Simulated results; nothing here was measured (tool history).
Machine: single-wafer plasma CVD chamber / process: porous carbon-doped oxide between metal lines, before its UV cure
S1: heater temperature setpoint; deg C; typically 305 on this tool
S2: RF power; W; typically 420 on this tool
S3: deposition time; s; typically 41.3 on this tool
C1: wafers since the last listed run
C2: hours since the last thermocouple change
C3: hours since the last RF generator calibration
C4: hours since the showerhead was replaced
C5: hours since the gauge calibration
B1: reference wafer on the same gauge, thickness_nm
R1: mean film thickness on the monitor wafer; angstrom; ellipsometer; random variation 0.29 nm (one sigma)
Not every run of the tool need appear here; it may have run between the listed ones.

| run | hour | S1 | S2 | S3 | C1 | C2 | C3 | C4 | C5 | B1 | R1 |
|---|---|---|---|---|---|---|---|---|---|---|---|
| 1 | 0 | 294 | 420 | 41.3 | 0 | 2607.7 | 2293.5 | 2547.8 | 43.2 | 170.973 | 2095.57 |
| 2 | 13.3 | 294 | 420 | 41.3 | 333 | 2621 | 2306.8 | 2561.1 | 56.5 | 171.011 | 2093.84 |
| 3 | 30.4 | 294 | 420 | 41.3 | 429 | 2638.1 | 2323.9 | 2578.2 | 73.6 | 171.041 | 2093.28 |
| 4 | 39.2 | 305 | 420 | 41.3 | 220 | 2646.9 | 2332.7 | 2587 | 82.4 | 170.98 | 1946.86 |
| 5 | 65.3 | 305 | 420 | 41.3 | 655 | 2673 | 2358.8 | 2613.1 | 108.5 | 171.088 | 1948.22 |
| 6 | 83.1 | 305 | 420 | 41.3 | 446 | 2690.8 | 2376.6 | 2630.9 | 126.3 | 171.056 | 1945.31 |
| 7 | 91.8 | 305 | 420 | 41.3 | 218 | 2699.5 | 2385.3 | 2639.6 | 135 | 170.972 | 1943.02 |
| 8 | 109.6 | 305 | 420 | 38.4 | 446 | 2717.3 | 2403.1 | 2657.4 | 152.8 | 171.09 | 1813.68 |
| 9 | 120.2 | 305 | 370 | 41.3 | 266 | 2727.9 | 2413.7 | 2668 | 163.4 | 170.974 | 1813.16 |
|  | 131.6 | RF generator calibrated |
| 10 | 136 | 305 | 445 | 41.3 | 195 | 2743.7 | 4.4 | 2683.8 | 179.2 | 170.992 | 2017.54 |
| 11 | 146.9 | 299 | 340 | 45.5 | 273 | 2754.6 | 15.3 | 2694.7 | 190.1 | 170.981 | 1969.66 |
|  | 155.8 | gauge calibrated |
|  | 163 | showerhead replaced |
|  | 170 | thermocouple changed; heater temperature recalibrated |
| 12 | 170.5 | 305 | 345 | 41.3 | 214 | 0.5 | 38.9 | 7.5 | 14.7 | 171.015 | 1741.82 |
| 13 | 174.8 | 305 | 420 | 41.3 | 107 | 4.8 | 43.2 | 11.8 | 19 | 171.064 | 1947.75 |
| 14 | 182 | 299 | 380 | 46.3 | 180 | 12 | 50.4 | 19 | 26.2 | 171.06 | 2132.78 |
| 15 | 190.8 | 305 | 420 | 35.2 | 220 | 20.8 | 59.2 | 27.8 | 35 | 170.832 | 1667.28 |
| 16 | 198.6 | 305 | 420 | 41.3 | 195 | 28.6 | 67 | 35.6 | 42.8 | 171.011 | 1948.94 |
| 17 | 210.8 | 305 | 455 | 34.6 | 306 | 40.8 | 79.2 | 47.8 | 55 | 170.967 | 1717.15 |
| 18 | 220.6 | 316 | 420 | 41.3 | 246 | 50.6 | 89 | 57.6 | 64.8 | 171.11 | 1822.9 |
| 19 | 237.5 | 311 | 375 | 45.2 | 424 | 67.5 | 105.9 | 74.5 | 81.7 | 171.095 | 1916.04 |

Take each entry between the runs: how does the hidden state at the last listed run before it differ from the hidden state at the first listed run after it?
In the gap between runs 9 and 10: RF generator calibrated (hour 131.6)
  both runs share identical hidden conditions
In the gap between runs 11 and 12: gauge calibrated (hour 155.8); showerhead replaced (hour 163); thermocouple changed; heater temperature recalibrated (hour 170)
  both runs share identical hidden conditions
